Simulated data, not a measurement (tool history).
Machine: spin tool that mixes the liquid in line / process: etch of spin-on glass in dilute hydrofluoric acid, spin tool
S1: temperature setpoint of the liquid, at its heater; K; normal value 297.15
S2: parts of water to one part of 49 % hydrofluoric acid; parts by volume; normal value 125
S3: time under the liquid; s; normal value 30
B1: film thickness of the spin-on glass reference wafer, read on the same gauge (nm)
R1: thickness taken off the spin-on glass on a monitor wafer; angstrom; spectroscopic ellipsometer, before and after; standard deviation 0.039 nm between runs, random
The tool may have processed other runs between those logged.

Run 1, hour 0.0: usual settings; B1 140.05. Result: R1 84.5 angstrom.
Run 2, hour 80.0: usual settings; B1 139.97. Result: R1 84.0 angstrom.
Run 3, hour 164.3: usual settings; B1 139.98. Result: R1 84.1 angstrom.
Run 4, hour 227.8: usual settings; B1 140.02. Result: R1 85.3 angstrom.
Run 5, hour 333.4: usual settings but S1 293.65 K; B1 140.00. Result: R1 74.1 angstrom.
Run 6, hour 394.5: usual settings but S2 145 parts by volume; B1 140.01. Result: R1 71.8 angstrom.
At hour 425.9: hydrofluoric acid flow meter replaced.
Run 7, hour 459.6: usual settings but S2 145 parts by volume; B1 140.02. Result: R1 72.0 angstrom.
Run 8, hour 507.8: usual settings but S2 145 parts by volume; B1 140.03. Result: R1 71.9 angstrom.
At hour 563.3: thermometer replaced.
Run 9, hour 613.8: usual settings; B1 140.05. Result: R1 81.6 angstrom.
At hour 661.2: gauge calibrated.
Run 10, hour 661.3: usual settings; B1 140.01. Result: R1 81.1 angstrom.
Run 11, hour 753.1: usual settings but S2 75 parts by volume, S3 20 s; B1 139.98. Result: R1 97.3 angstrom.
Run 12, hour 790.5: usual settings but S3 40 s; B1 140.01. Result: R1 109.9 angstrom.
Run 13, hour 851.9: usual settings but S2 180 parts by volume, S3 20 s; B1 140.01. Result: R1 35.7 angstrom.
Run 14, hour 901.8: usual settings but S2 155 parts by volume; B1 139.99. Result: R1 63.7 angstrom.
Run 15, hour 985.6: usual settings but S1 302.15 K, S2 165 parts by volume, S3 15 s; B1 139.96. Result: R1 35.6 angstrom.
Run 16, hour 1035.9: usual settings; B1 140.01. Result: R1 82.6 angstrom.
At hour 1079.3: hydrofluoric acid flow meter replaced.
Run 17, hour 1100.5: usual settings but S1 294.65 K, S2 95 parts by volume, S3 20 s; B1 140.04. Result: R1 68.0 angstrom.
Run 18, hour 1284.0: usual settings but S1 294.15 K, S2 100 parts by volume, S3 50 s; B1 139.99. Result: R1 158.8 angstrom.
Run 19, hour 1348.1: usual settings but S2 95 parts by volume, S3 20 s; B1 140.01. Result: R1 75.8 angstrom.
Run 20, hour 1439.6: usual settings; B1 140.06. Result: R1 82.6 angstrom.
Run 21, hour 1496.8: usual settings; B1 140.01. Result: R1 83.8 angstrom.
Run 22, hour 1585.3: usual settings but S1 293.15 K, S2 90 parts by volume, S3 15 s; B1 140.03. Result: R1 51.7 angstrom.
Run 23, hour 1648.0: usual settings but S1 301.65 K; B1 140.01. Result: R1 99.7 angstrom.
Run 24, hour 1732.4: usual settings but S1 294.15 K, S2 165 parts by volume, S3 20 s; B1 140.01. Result: R1 36.2 angstrom.
At hour 1760.8: hydrofluoric acid flow meter replaced.
Run 25, hour 1822.2: usual settings but S1 292.65 K, S2 80 parts by volume, S3 40 s; B1 140.00. Result: R1 156.4 angstrom.
Run 26, hour 1883.2: usual settings but S1 295.65 K, S2 155 parts by volume, S3 25 s; B1 140.00. Result: R1 51.6 angstrom.
Run 27, hour 1947.8: usual settings but S2 110 parts by volume; B1 140.02. Result: R1 97.8 angstrom.
Run 28, hour 1985.2: usual settings but S1 299.65 K; B1 140.01. Result: R1 92.9 angstrom.
Run 29, hour 2075.0: usual settings but S3 15 s; B1 140.02. Result: R1 42.4 angstrom.
Run 30, hour 2158.8: usual settings but S1 301.65 K, S2 75 parts by volume, S3 15 s; B1 139.99. Result: R1 90.5 angstrom.
At hour 2269.2: thermometer replaced.
Run 31, hour 2429.5: usual settings; B1 140.00. Result: R1 81.4 angstrom.
Run 32, hour 2518.7: usual settings but S3 20 s; B1 139.98. Result: R1 54.6 angstrom.
At hour 2632.1: hydrofluoric acid flow meter replaced.
Run 33, hour 2817.0: usual settings; B1 139.95. Result: R1 82.7 angstrom.

Hidden state or all else? Some run-to-run changes of R1, split into what the settings, what came in and random variation would give without the hidden state, and what is left for the hidden state (with any gauge scatter that isn't in both results):
Hidden state at play: liquid hotter than its thermometer reads (K); hydrofluoric acid flow above the setpoint (%); gauge reads high (%).
Run 17 -> 18: S1 294.65 -> 294.15, S2 95 -> 100, S3 20 -> 50. R1 +90.8 angstrom: hidden state +2.8, all else +88.0.
Run 24 -> 25: S1 294.15 -> 292.65, S2 165 -> 80, S3 20 -> 40, hydrofluoric acid flow meter replaced. R1 +120.2 angstrom: hidden state +5.3, all else +114.9.
Run 25 -> 26: S1 292.65 -> 295.65, S2 80 -> 155, S3 40 -> 25. R1 -104.8 angstrom: hidden state -4.6, all else -100.2.
Run 30 -> 31: S1 301.65 -> 297.15, S2 75 -> 125, S3 15 -> 30, thermometer replaced. R1 -9.1 angstrom: hidden state -3.9, all else -5.2.
